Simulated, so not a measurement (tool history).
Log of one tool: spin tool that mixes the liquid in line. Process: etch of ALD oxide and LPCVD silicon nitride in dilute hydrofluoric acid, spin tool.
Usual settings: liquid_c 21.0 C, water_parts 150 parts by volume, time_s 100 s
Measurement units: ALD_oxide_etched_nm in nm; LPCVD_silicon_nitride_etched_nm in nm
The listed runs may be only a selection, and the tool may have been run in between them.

run,hour,liquid_c,water_parts,time_s,wafers since the last listed run,hours since the thermometer was replaced,hours since the hydrofluoric acid flow meter was replaced,hours since the gauge calibration,"read-back film thickness of the ALD oxide reference wafer, read on the same gauge (nm)","read-back film thickness of the LPCVD silicon nitride reference wafer, read on the same gauge (nm)",ALD_oxide_etched_nm,LPCVD_silicon_nitride_etched_nm
1,0.0,19.0,150,65,0,2006.3,540.7,31.8,60.02,130.000,8.74,0.209
2,31.1,21.0,150,100,206,2037.4,571.8,62.9,60.01,129.991,14.42,0.346
3,53.9,21.0,150,100,151,2060.2,594.6,85.7,60.01,130.007,14.48,0.343
4,81.3,21.0,190,100,181,2087.6,622.0,113.1,60.01,130.012,10.85,0.294
5,106.2,21.0,150,100,165,2112.5,646.9,138.0,60.00,129.996,14.45,0.267
6,133.5,24.5,120,100,180,2139.8,674.2,165.3,60.02,130.000,21.53,0.568
7,161.6,24.0,110,135,186,2167.9,702.3,193.4,60.01,130.006,31.74,0.822
8,190.9,18.5,150,100,194,2197.2,731.6,222.7,60.00,130.011,13.14,0.306
9,215.5,21.0,185,150,163,2221.8,756.2,247.3,60.00,130.008,17.11,0.445
# hour 232.7: hydrofluoric acid flow meter replaced
10,237.7,25.5,210,135,140,2244.0,5.0,269.5,59.98,130.008,15.39,0.457
11,270.1,21.0,150,100,214,2276.4,37.4,301.9,60.01,130.003,14.62,0.320
12,294.2,21.0,150,100,159,2300.5,61.5,326.0,59.99,129.985,14.63,0.344
13,320.4,21.0,150,140,173,2326.7,87.7,352.2,60.00,129.990,20.42,0.546
14,335.6,21.0,130,45,100,2341.9,102.9,367.4,60.01,129.995,7.82,0.166
# hour 346.3: thermometer replaced
15,361.7,21.0,150,100,166,15.4,129.0,393.5,59.99,129.981,13.14,0.274
16,385.7,25.5,150,100,159,39.4,153.0,417.5,60.03,129.979,15.64,0.444
17,419.9,21.0,150,100,226,73.6,187.2,451.7,60.00,130.013,13.06,0.269
18,440.5,23.5,150,100,136,94.2,207.8,472.3,60.03,129.973,14.33,0.322
19,468.1,23.5,90,155,182,121.8,235.4,499.9,60.02,129.979,39.99,0.856
20,480.5,25.0,185,65,82,134.2,247.8,512.3,59.99,130.001,7.72,0.190
21,501.8,21.0,215,135,141,155.5,269.1,533.6,59.99,130.013,11.59,0.346
22,535.0,21.0,85,75,220,188.7,302.3,566.8,59.97,129.996,18.71,0.391
23,556.9,21.0,150,100,145,210.6,324.2,588.7,59.97,129.984,13.32,0.280
24,591.0,19.0,195,140,226,244.7,358.3,622.8,59.99,129.985,12.50,0.304
25,642.8,22.5,80,100,343,296.5,410.1,674.6,60.00,130.012,28.50,0.629
26,670.5,21.0,150,100,183,324.2,437.8,702.3,59.99,130.001,13.27,0.268
27,684.2,21.0,210,40,90,337.9,451.5,716.0,60.00,129.992,3.57,0.068

Take each entry between the runs: how does the hidden state at the last listed run before it differ from the hidden state at the first listed run after it?
In the gap between runs 9 and 10: hydrofluoric acid flow meter replaced (hour 232.7)
  liquid hotter than its thermometer reads (K): 2.94 -> 2.97
  what was measured, less what the result would be without the hidden state, ALD_oxide_etched_nm: +1.80 -> +1.54 nm; LPCVD_silicon_nitride_etched_nm: +0.077 -> +0.076 nm
In the gap between runs 14 and 15: thermometer replaced (hour 346.3)
  liquid hotter than its thermometer reads (K): 3.09 -> 0.0304
  what was measured, less what the result would be without the hidden state, ALD_oxide_etched_nm: +0.89 -> +0.01 nm; LPCVD_silicon_nitride_etched_nm: +0.030 -> +0.000 nm
